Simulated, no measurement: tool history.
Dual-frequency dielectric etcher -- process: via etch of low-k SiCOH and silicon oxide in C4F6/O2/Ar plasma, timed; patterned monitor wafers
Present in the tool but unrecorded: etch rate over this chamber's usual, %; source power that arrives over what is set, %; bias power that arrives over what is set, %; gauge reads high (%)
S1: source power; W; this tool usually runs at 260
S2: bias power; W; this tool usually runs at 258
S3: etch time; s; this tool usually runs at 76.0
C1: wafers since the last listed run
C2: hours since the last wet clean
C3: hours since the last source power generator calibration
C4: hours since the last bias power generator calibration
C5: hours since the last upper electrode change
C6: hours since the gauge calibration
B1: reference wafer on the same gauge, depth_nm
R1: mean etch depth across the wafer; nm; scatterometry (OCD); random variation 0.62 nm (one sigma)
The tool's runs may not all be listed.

run,hour,S1,S2,S3,C1,C2,C3,C4,C5,C6,B1,R1
1,0.0,260,212,76.0,0,370.2,1979.8,3568.0,5799.2,346.2,190.7,182.5
2,13.6,260,258,76.0,198,383.8,1993.4,3581.6,5812.8,359.8,190.6,201.1
3,37.4,260,258,76.0,347,407.6,2017.2,3605.4,5836.6,383.6,190.5,200.7
4,145.0,260,230,76.0,1572,515.2,2124.8,3713.0,5944.2,491.2,190.2,189.4
5,180.4,260,230,76.0,517,550.6,2160.2,3748.4,5979.6,526.6,190.1,189.1
6,198.2,260,258,76.0,260,568.4,2178.0,3766.2,5997.4,544.4,190.2,200.6
7,214.6,260,258,76.0,239,584.8,2194.4,3782.6,6013.8,560.8,190.2,201.2
8,231.1,260,258,76.0,241,601.3,2210.9,3799.1,6030.3,577.3,190.0,201.6
9,251.4,260,258,76.0,296,621.6,2231.2,3819.4,6050.6,597.6,190.1,200.0
10,273.2,260,258,76.0,318,643.4,2253.0,3841.2,6072.4,619.4,190.0,201.2
11,288.6,260,258,76.0,225,658.8,2268.4,3856.6,6087.8,634.8,190.0,200.4
12,323.8,260,258,76.0,514,694.0,2303.6,3891.8,6123.0,670.0,190.0,199.5
# hour 333.3: gauge calibrated
# hour 350.4: wet clean of the chamber
13,350.9,260,258,76.0,45,0.5,2330.7,3918.9,6150.1,17.6,194.8,206.5
# hour 402.1: source power generator calibrated
14,402.6,260,258,76.0,697,52.2,0.5,3970.6,6201.8,69.3,193.7,204.2
15,430.9,240,206,76.0,413,80.5,28.8,3998.9,6230.1,97.6,193.2,175.0
# hour 441.1: bias power generator calibrated
16,456.3,260,258,76.0,312,105.9,54.2,15.2,6255.5,123.0,192.7,203.2
17,491.7,210,286,76.0,517,141.3,89.6,50.6,6290.9,158.4,192.4,189.5
18,543.8,260,258,76.0,761,193.4,141.7,102.7,6343.0,210.5,191.8,202.7
19,572.5,220,312,57.0,419,222.1,170.4,131.4,6371.7,239.2,191.6,151.4
# hour 603.3: upper electrode replaced
20,603.8,220,258,97.0,106,253.4,201.7,162.7,0.5,270.5,191.3,235.8
21,604.1,260,281,98.5,4,253.7,202.0,163.0,0.8,270.8,191.4,271.5
22,627.7,260,258,76.0,344,277.3,225.6,186.6,24.4,294.4,191.3,202.6
23,657.5,300,258,66.0,435,307.1,255.4,216.4,54.2,324.2,191.1,189.4
24,681.2,310,258,90.5,346,330.8,279.1,240.1,77.9,347.9,190.9,262.6
25,704.4,240,298,67.5,339,354.0,302.3,263.3,101.1,371.1,190.7,184.1
26,737.0,200,281,76.0,476,386.6,334.9,295.9,133.7,403.7,190.8,182.2
27,762.5,260,258,76.0,372,412.1,360.4,321.4,159.2,429.2,190.7,200.5
28,795.4,260,258,76.0,480,445.0,393.3,354.3,192.1,462.1,190.3,201.2
29,810.4,300,318,82.5,219,460.0,408.3,369.3,207.1,477.1,190.4,258.9
30,822.7,260,258,53.5,179,472.3,420.6,381.6,219.4,489.4,190.4,141.3
31,837.9,220,198,92.5,222,487.5,435.8,396.8,234.6,504.6,190.5,195.6

Some steps in R1, run to run, broken into two amounts with sign: the step expected even without the hidden condition (settings, incoming material, random variation), and the rest, left for the hidden condition together with whatever gauge scatter is not in both the measured and the hidden-condition-free result:
Run 12 -> 13: gauge calibrated, wet clean of the chamber. R1 +7.0 nm: hidden state +5.0, all else +2.0.
Run 19 -> 20: S2 312 -> 258, S3 57.0 -> 97.0, upper electrode replaced. R1 +84.4 nm: hidden state -1.9, all else +86.3.
Run 24 -> 25: S1 310 -> 240, S2 258 -> 298, S3 90.5 -> 67.5. R1 -78.5 nm: hidden state +1.5, all else -80.0.
Run 29 -> 30: S1 300 -> 260, S2 318 -> 258, S3 82.5 -> 53.5. R1 -117.6 nm: hidden state +2.8, all else -120.4.
